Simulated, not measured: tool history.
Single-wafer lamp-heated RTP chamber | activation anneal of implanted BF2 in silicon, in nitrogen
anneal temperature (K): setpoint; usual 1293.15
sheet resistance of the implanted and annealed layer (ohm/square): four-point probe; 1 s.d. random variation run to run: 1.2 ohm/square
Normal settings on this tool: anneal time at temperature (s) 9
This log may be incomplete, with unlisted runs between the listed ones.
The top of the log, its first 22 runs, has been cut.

run   hour  anneal temperature (K)  anneal time at temperature (s)  read-back reference wafer on the same gauge, sheet resistance  sheet resistance of the implanted and annealed layer (ohm/square)
 23  287.3                 1279.15                               5                                                         301.12                                                              316.4
 24  298.4                 1309.15                               9                                                         300.94                                                              269.9
 25  313.3                 1293.15                               9                                                            301                                                             286.83
 26  323.6                 1264.15                              14                                                         300.97                                                             305.89
 27  351.8                 1315.15                               9                                                         300.98                                                             266.09
 28  363.2                 1312.15                               4                                                         301.07                                                             284.85
 29  378.4                 1281.15                              14                                                         300.85                                                             285.58
 30  393.3                 1293.15                               9                                                         301.09                                                             284.53
 31  404.4                 1293.15                               9                                                         300.93                                                             283.14
     412.5  -- reflector plate cleaned
 32    421                 1293.15                               9                                                         301.06                                                             283.76
 33  437.4                 1280.15                               6                                                            301                                                                307
 34  448.3                 1314.15                               9                                                          300.9                                                             264.14
 35  462.1                 1310.15                               4                                                         300.93                                                             285.96
 36  478.8                 1293.15                               5                                                         300.87                                                             294.12
 37  489.7                 1305.15                              12                                                         300.94                                                             265.31

Consider 3 possible next runs. They are alternatives, not a sequence: every one starts from the tool as it was left by run 37. What does each give?
  A  490.1                 1293.15                               9                                                              ?                                                                  ?
  B  490.1                 1303.15                              11                                                              ?                                                                  ?
  C  490.1                 1271.15                              13                                                              ?                                                                  ?

run  read-back reference wafer on the same gauge, sheet resistance  sheet resistance of the implanted and annealed layer (ohm/square)
  A                                                         300.73                                                             281.57
  B                                                         300.73                                                             268.06
  C                                                         300.73                                                             293.65
Had the tool no hidden state, the same runs would have come out as:
run  sheet resistance of the implanted and annealed layer (ohm/square)
  A                                                             286.85
  B                                                             272.97
  C                                                             300.32

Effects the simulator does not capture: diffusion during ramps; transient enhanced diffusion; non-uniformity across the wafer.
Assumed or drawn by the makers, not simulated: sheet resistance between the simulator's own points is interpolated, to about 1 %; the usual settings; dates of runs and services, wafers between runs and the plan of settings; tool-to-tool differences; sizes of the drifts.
